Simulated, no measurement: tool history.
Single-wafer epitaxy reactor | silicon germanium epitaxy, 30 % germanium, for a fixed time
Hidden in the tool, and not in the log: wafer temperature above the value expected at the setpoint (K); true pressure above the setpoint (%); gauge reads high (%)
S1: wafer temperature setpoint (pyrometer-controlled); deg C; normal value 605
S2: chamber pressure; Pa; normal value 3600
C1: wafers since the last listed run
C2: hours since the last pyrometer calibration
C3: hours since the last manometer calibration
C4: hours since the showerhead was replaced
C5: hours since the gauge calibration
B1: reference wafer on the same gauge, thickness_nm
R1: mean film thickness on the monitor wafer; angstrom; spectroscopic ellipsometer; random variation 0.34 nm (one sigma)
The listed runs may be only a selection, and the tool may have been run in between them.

{"run": 1, "day": 0.0, "S1": 605, "S2": 3600, "C1": 0, "C2": 1708.4, "C3": 1643.7, "C4": 4970.1, "C5": 330.9, "B1": 72.947, "R1": 747.74}
{"run": 2, "day": 1.012, "S1": 605, "S2": 3600, "C1": 288, "C2": 1732.7, "C3": 1668, "C4": 4994.4, "C5": 355.2, "B1": 72.977, "R1": 744.44}
{"run": 3, "day": 3.95, "S1": 605, "S2": 3600, "C1": 838, "C2": 1803.2, "C3": 1738.5, "C4": 5064.9, "C5": 425.7, "B1": 72.983, "R1": 748.46}
{"run": 4, "day": 5.292, "S1": 599, "S2": 3600, "C1": 382, "C2": 1835.4, "C3": 1770.7, "C4": 5097.1, "C5": 457.9, "B1": 73.031, "R1": 679}
{"run": 5, "day": 6.854, "S1": 599, "S2": 3600, "C1": 445, "C2": 1872.9, "C3": 1808.2, "C4": 5134.6, "C5": 495.4, "B1": 72.988, "R1": 674.28}
{"run": 6, "day": 8.371, "S1": 599, "S2": 3600, "C1": 432, "C2": 1909.3, "C3": 1844.6, "C4": 5171, "C5": 531.8, "B1": 73.041, "R1": 676.81}
{"run": 7, "day": 9.646, "S1": 605, "S2": 3600, "C1": 363, "C2": 1939.9, "C3": 1875.2, "C4": 5201.6, "C5": 562.4, "B1": 73.068, "R1": 738.62}
{"run": 8, "day": 11.488, "S1": 605, "S2": 3600, "C1": 525, "C2": 1984.1, "C3": 1919.4, "C4": 5245.8, "C5": 606.6, "B1": 72.961, "R1": 744.96}
{"run": 9, "day": 13.671, "S1": 605, "S2": 3146, "C1": 622, "C2": 2036.5, "C3": 1971.8, "C4": 5298.2, "C5": 659, "B1": 73.03, "R1": 684.86}
{"run": 10, "day": 16.254, "S1": 605, "S2": 3146, "C1": 737, "C2": 2098.5, "C3": 2033.8, "C4": 5360.2, "C5": 721, "B1": 72.946, "R1": 683.14}
{"run": 11, "day": 19.1, "S1": 605, "S2": 3600, "C1": 811, "C2": 2166.8, "C3": 2102.1, "C4": 5428.5, "C5": 789.3, "B1": 72.919, "R1": 735.48}
{"run": 12, "day": 21.471, "S1": 605, "S2": 3600, "C1": 676, "C2": 2223.7, "C3": 2159, "C4": 5485.4, "C5": 846.2, "B1": 72.938, "R1": 740.36}
{"run": 13, "day": 23.571, "S1": 594, "S2": 3600, "C1": 599, "C2": 2274.1, "C3": 2209.4, "C4": 5535.8, "C5": 896.6, "B1": 73.032, "R1": 616.99}
{"run": 14, "day": 25.517, "S1": 594, "S2": 3600, "C1": 555, "C2": 2320.8, "C3": 2256.1, "C4": 5582.5, "C5": 943.3, "B1": 73.058, "R1": 616.09}
{"run": 15, "day": 27.95, "S1": 594, "S2": 3600, "C1": 694, "C2": 2379.2, "C3": 2314.5, "C4": 5640.9, "C5": 1001.7, "B1": 72.945, "R1": 617.02}
{"run": 16, "day": 29.929, "S1": 600, "S2": 3600, "C1": 564, "C2": 2426.7, "C3": 2362, "C4": 5688.4, "C5": 1049.2, "B1": 72.946, "R1": 679.17}
{"day": 34.083, "done": "showerhead replaced"}
{"run": 17, "day": 34.392, "S1": 597, "S2": 4453, "C1": 1178, "C2": 2533.8, "C3": 2469.1, "C4": 7.4, "C5": 1156.3, "B1": 73.069, "R1": 713.78}
{"day": 34.95, "done": "gauge calibrated"}
{"run": 18, "day": 36.954, "S1": 601, "S2": 4106, "C1": 731, "C2": 2595.3, "C3": 2530.6, "C4": 68.9, "C5": 48.1, "B1": 72.892, "R1": 729.73}
{"day": 37.35, "done": "pyrometer calibrated"}
{"run": 19, "day": 38.962, "S1": 595, "S2": 3866, "C1": 477, "C2": 38.7, "C3": 2578.8, "C4": 117.1, "C5": 96.3, "B1": 73.076, "R1": 693.84}
{"run": 20, "day": 40.579, "S1": 594, "S2": 2973, "C1": 461, "C2": 77.5, "C3": 2617.6, "C4": 155.9, "C5": 135.1, "B1": 73.045, "R1": 593.35}
{"day": 42.662, "done": "capacitance manometer re-zeroed and calibrated"}
{"run": 21, "day": 42.967, "S1": 615, "S2": 3306, "C1": 586, "C2": 134.8, "C3": 7.3, "C4": 213.2, "C5": 192.4, "B1": 72.947, "R1": 868.91}
{"run": 22, "day": 44.546, "S1": 605, "S2": 3600, "C1": 450, "C2": 172.7, "C3": 45.2, "C4": 251.1, "C5": 230.3, "B1": 72.978, "R1": 778.3}
{"run": 23, "day": 45.738, "S1": 599, "S2": 3600, "C1": 339, "C2": 201.3, "C3": 73.8, "C4": 279.7, "C5": 258.9, "B1": 72.979, "R1": 706.67}
{"run": 24, "day": 48.525, "S1": 605, "S2": 3600, "C1": 795, "C2": 268.2, "C3": 140.7, "C4": 346.6, "C5": 325.8, "B1": 73.029, "R1": 772.65}
{"run": 25, "day": 50.996, "S1": 605, "S2": 2706, "C1": 704, "C2": 327.5, "C3": 200, "C4": 405.9, "C5": 385.1, "B1": 73.072, "R1": 660.36}
{"run": 26, "day": 53.35, "S1": 598, "S2": 4373, "C1": 671, "C2": 384, "C3": 256.5, "C4": 462.4, "C5": 441.6, "B1": 73.022, "R1": 767.84}
{"run": 27, "day": 56.083, "S1": 605, "S2": 3600, "C1": 779, "C2": 449.6, "C3": 322.1, "C4": 528, "C5": 507.2, "B1": 72.954, "R1": 773.97}
{"run": 28, "day": 57.362, "S1": 605, "S2": 3600, "C1": 364, "C2": 480.3, "C3": 352.8, "C4": 558.7, "C5": 537.9, "B1": 72.92, "R1": 771.51}
{"run": 29, "day": 58.9, "S1": 614, "S2": 3266, "C1": 438, "C2": 517.2, "C3": 389.7, "C4": 595.6, "C5": 574.8, "B1": 72.917, "R1": 838.68}
{"run": 30, "day": 60.675, "S1": 594, "S2": 3933, "C1": 506, "C2": 559.8, "C3": 432.3, "C4": 638.2, "C5": 617.4, "B1": 72.944, "R1": 677.24}
{"run": 31, "day": 62.783, "S1": 598, "S2": 2866, "C1": 601, "C2": 610.4, "C3": 482.9, "C4": 688.8, "C5": 668, "B1": 73.032, "R1": 606.48}
{"run": 32, "day": 63.946, "S1": 596, "S2": 4120, "C1": 331, "C2": 638.3, "C3": 510.8, "C4": 716.7, "C5": 695.9, "B1": 72.959, "R1": 715.36}
{"run": 33, "day": 66.908, "S1": 596, "S2": 4120, "C1": 845, "C2": 709.4, "C3": 581.9, "C4": 787.8, "C5": 767, "B1": 73.05, "R1": 717.82}
{"run": 34, "day": 68.654, "S1": 615, "S2": 3853, "C1": 498, "C2": 751.3, "C3": 623.8, "C4": 829.7, "C5": 808.9, "B1": 72.92, "R1": 926.24}

What the log doesn't show, run by run:
true pressure above the setpoint (%): 0 across all the runs
gauge reads high (%): 0 across all the runs
H1: wafer temperature above the value expected at the setpoint (K)
run=1 H1=-2.75
run=2 H1=-2.79
run=3 H1=-2.91
run=4 H1=-2.96
run=5 H1=-3.02
run=6 H1=-3.08
run=7 H1=-3.13
run=8 H1=-3.2
run=9 H1=-3.29
run=10 H1=-3.39
run=11 H1=-3.5
run=12 H1=-3.59
run=13 H1=-3.68
run=14 H1=-3.75
run=15 H1=-3.85
run=16 H1=-3.93
run=17 H1=-4.1
run=18 H1=-4.2
run=19 H1=0.311
run=20 H1=0.248
run=21 H1=0.154
run=22 H1=0.0922
run=23 H1=0.0454
run=24 H1=-0.064
run=25 H1=-0.161
run=26 H1=-0.253
run=27 H1=-0.361
run=28 H1=-0.411
run=29 H1=-0.471
run=30 H1=-0.541
run=31 H1=-0.624
run=32 H1=-0.669
run=33 H1=-0.786
run=34 H1=-0.854
